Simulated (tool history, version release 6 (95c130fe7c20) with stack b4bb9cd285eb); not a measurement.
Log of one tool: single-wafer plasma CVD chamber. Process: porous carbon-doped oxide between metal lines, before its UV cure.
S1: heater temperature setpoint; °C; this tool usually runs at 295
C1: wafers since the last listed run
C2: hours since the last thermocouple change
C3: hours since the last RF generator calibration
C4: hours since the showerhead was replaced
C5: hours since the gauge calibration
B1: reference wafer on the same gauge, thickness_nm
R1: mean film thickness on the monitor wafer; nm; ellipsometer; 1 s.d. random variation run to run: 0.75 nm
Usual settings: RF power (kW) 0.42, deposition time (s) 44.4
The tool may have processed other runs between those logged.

run 1 hour=0 | S1=284 RF_power_(kW)=0.42 deposition_time_(s)=42.1 | C1=0 C2=2106.1 C3=1449.7 C4=5424.2 C5=32.3 | B1=251.225 | R1=239.091
run 2 hour=14.3 | S1=299 RF_power_(kW)=0.42 deposition_time_(s)=44.4 | C1=306 C2=2120.4 C3=1464 C4=5438.5 C5=46.6 | B1=250.738 | R1=227.653
run 3 hour=37.2 | S1=299 RF_power_(kW)=0.42 deposition_time_(s)=44.4 | C1=491 C2=2143.3 C3=1486.9 C4=5461.4 C5=69.5 | B1=251.24 | R1=228.163
run 4 hour=65.7 | S1=295 RF_power_(kW)=0.42 deposition_time_(s)=48.8 | C1=611 C2=2171.8 C3=1515.4 C4=5489.9 C5=98 | B1=250.805 | R1=256.541
run 5 hour=99.8 | S1=295 RF_power_(kW)=0.42 deposition_time_(s)=44.4 | C1=731 C2=2205.9 C3=1549.5 C4=5524 C5=132.1 | B1=250.897 | R1=235.649
run 6 hour=122.9 | S1=295 RF_power_(kW)=0.42 deposition_time_(s)=44.4 | C1=495 C2=2229 C3=1572.6 C4=5547.1 C5=155.2 | B1=251.463 | R1=232.472
run 7 hour=149.9 | S1=295 RF_power_(kW)=0.365 deposition_time_(s)=44.4 | C1=578 C2=2256 C3=1599.6 C4=5574.1 C5=182.2 | B1=251.266 | R1=206.764
run 8 hour=169.5 | S1=295 RF_power_(kW)=0.365 deposition_time_(s)=44.4 | C1=420 C2=2275.6 C3=1619.2 C4=5593.7 C5=201.8 | B1=251.392 | R1=207.294
run 9 hour=189.9 | S1=302 RF_power_(kW)=0.42 deposition_time_(s)=44.4 | C1=437 C2=2296 C3=1639.6 C4=5614.1 C5=222.2 | B1=250.943 | R1=223.373
-- hour=248.4 showerhead replaced
run 10 hour=251.5 | S1=302 RF_power_(kW)=0.42 deposition_time_(s)=44.4 | C1=1149 C2=2357.6 C3=1701.2 C4=3.1 C5=283.8 | B1=250.999 | R1=222.456
run 11 hour=276.7 | S1=302 RF_power_(kW)=0.42 deposition_time_(s)=44.4 | C1=540 C2=2382.8 C3=1726.4 C4=28.3 C5=309 | B1=251.007 | R1=223.178
run 12 hour=307.6 | S1=295 RF_power_(kW)=0.42 deposition_time_(s)=44.4 | C1=662 C2=2413.7 C3=1757.3 C4=59.2 C5=339.9 | B1=251.041 | R1=234.555
run 13 hour=323.1 | S1=295 RF_power_(kW)=0.42 deposition_time_(s)=44.4 | C1=332 C2=2429.2 C3=1772.8 C4=74.7 C5=355.4 | B1=250.994 | R1=233.512
run 14 hour=354.5 | S1=295 RF_power_(kW)=0.42 deposition_time_(s)=44.4 | C1=673 C2=2460.6 C3=1804.2 C4=106.1 C5=386.8 | B1=251.118 | R1=233.3
run 15 hour=378.2 | S1=295 RF_power_(kW)=0.42 deposition_time_(s)=44.4 | C1=508 C2=2484.3 C3=1827.9 C4=129.8 C5=410.5 | B1=250.846 | R1=233.507
-- hour=406.4 thermocouple changed; heater temperature recalibrated
run 16 hour=406.9 | S1=301 RF_power_(kW)=0.355 deposition_time_(s)=39.3 | C1=443 C2=0.5 C3=1856.6 C4=158.5 C5=439.2 | B1=251.347 | R1=173.173
run 17 hour=423.7 | S1=295 RF_power_(kW)=0.49 deposition_time_(s)=44.4 | C1=360 C2=17.3 C3=1873.4 C4=175.3 C5=456 | B1=250.752 | R1=263.01
run 18 hour=456.1 | S1=295 RF_power_(kW)=0.5 deposition_time_(s)=44.4 | C1=694 C2=49.7 C3=1905.8 C4=207.7 C5=488.4 | B1=250.805 | R1=266.461
run 19 hour=476.2 | S1=304 RF_power_(kW)=0.42 deposition_time_(s)=44.4 | C1=430 C2=69.8 C3=1925.9 C4=227.8 C5=508.5 | B1=251.34 | R1=221.205
run 20 hour=491.6 | S1=295 RF_power_(kW)=0.42 deposition_time_(s)=39.8 | C1=330 C2=85.2 C3=1941.3 C4=243.2 C5=523.9 | B1=250.91 | R1=210.919
run 21 hour=519.1 | S1=305 RF_power_(kW)=0.5 deposition_time_(s)=44.4 | C1=589 C2=112.7 C3=1968.8 C4=270.7 C5=551.4 | B1=250.848 | R1=250.11
-- hour=533.8 gauge calibrated
-- hour=537.3 RF generator calibrated
run 22 hour=540 | S1=295 RF_power_(kW)=0.42 deposition_time_(s)=44.4 | C1=276 C2=133.6 C3=2.7 C4=291.6 C5=6.2 | B1=250.817 | R1=233.409
run 23 hour=552.6 | S1=295 RF_power_(kW)=0.42 deposition_time_(s)=44.4 | C1=270 C2=146.2 C3=15.3 C4=304.2 C5=18.8 | B1=250.923 | R1=235.439
run 24 hour=578.5 | S1=295 RF_power_(kW)=0.49 deposition_time_(s)=49.7 | C1=555 C2=172.1 C3=41.2 C4=330.1 C5=44.7 | B1=250.722 | R1=294.431
run 25 hour=595.3 | S1=304 RF_power_(kW)=0.345 deposition_time_(s)=40.2 | C1=360 C2=188.9 C3=58 C4=346.9 C5=61.5 | B1=251.081 | R1=168.736
run 26 hour=610.8 | S1=295 RF_power_(kW)=0.42 deposition_time_(s)=44.4 | C1=332 C2=204.4 C3=73.5 C4=362.4 C5=77 | B1=250.668 | R1=232.328
run 27 hour=698 | S1=295 RF_power_(kW)=0.42 deposition_time_(s)=44.4 | C1=1869 C2=291.6 C3=160.7 C4=449.6 C5=164.2 | B1=250.9 | R1=233.971
run 28 hour=725.4 | S1=295 RF_power_(kW)=0.42 deposition_time_(s)=44.4 | C1=587 C2=319 C3=188.1 C4=477 C5=191.6 | B1=250.96 | R1=235.426
run 29 hour=742.2 | S1=286 RF_power_(kW)=0.5 deposition_time_(s)=53.2 | C1=360 C2=335.8 C3=204.9 C4=493.8 C5=208.4 | B1=250.96 | R1=339.408
run 30 hour=776.9 | S1=295 RF_power_(kW)=0.42 deposition_time_(s)=41 | C1=744 C2=370.5 C3=239.6 C4=528.5 C5=243.1 | B1=250.712 | R1=215.897
run 31 hour=799.7 | S1=291 RF_power_(kW)=0.495 deposition_time_(s)=40.4 | C1=488 C2=393.3 C3=262.4 C4=551.3 C5=265.9 | B1=250.764 | R1=248.181

What the log doesn't show, run by run:
wafer temperature above the value expected at the setpoint (K): 0 across all the runs
delivered RF power above the setpoint (%): 0 across all the runs
gauge reads high (%): 0 across all the runs
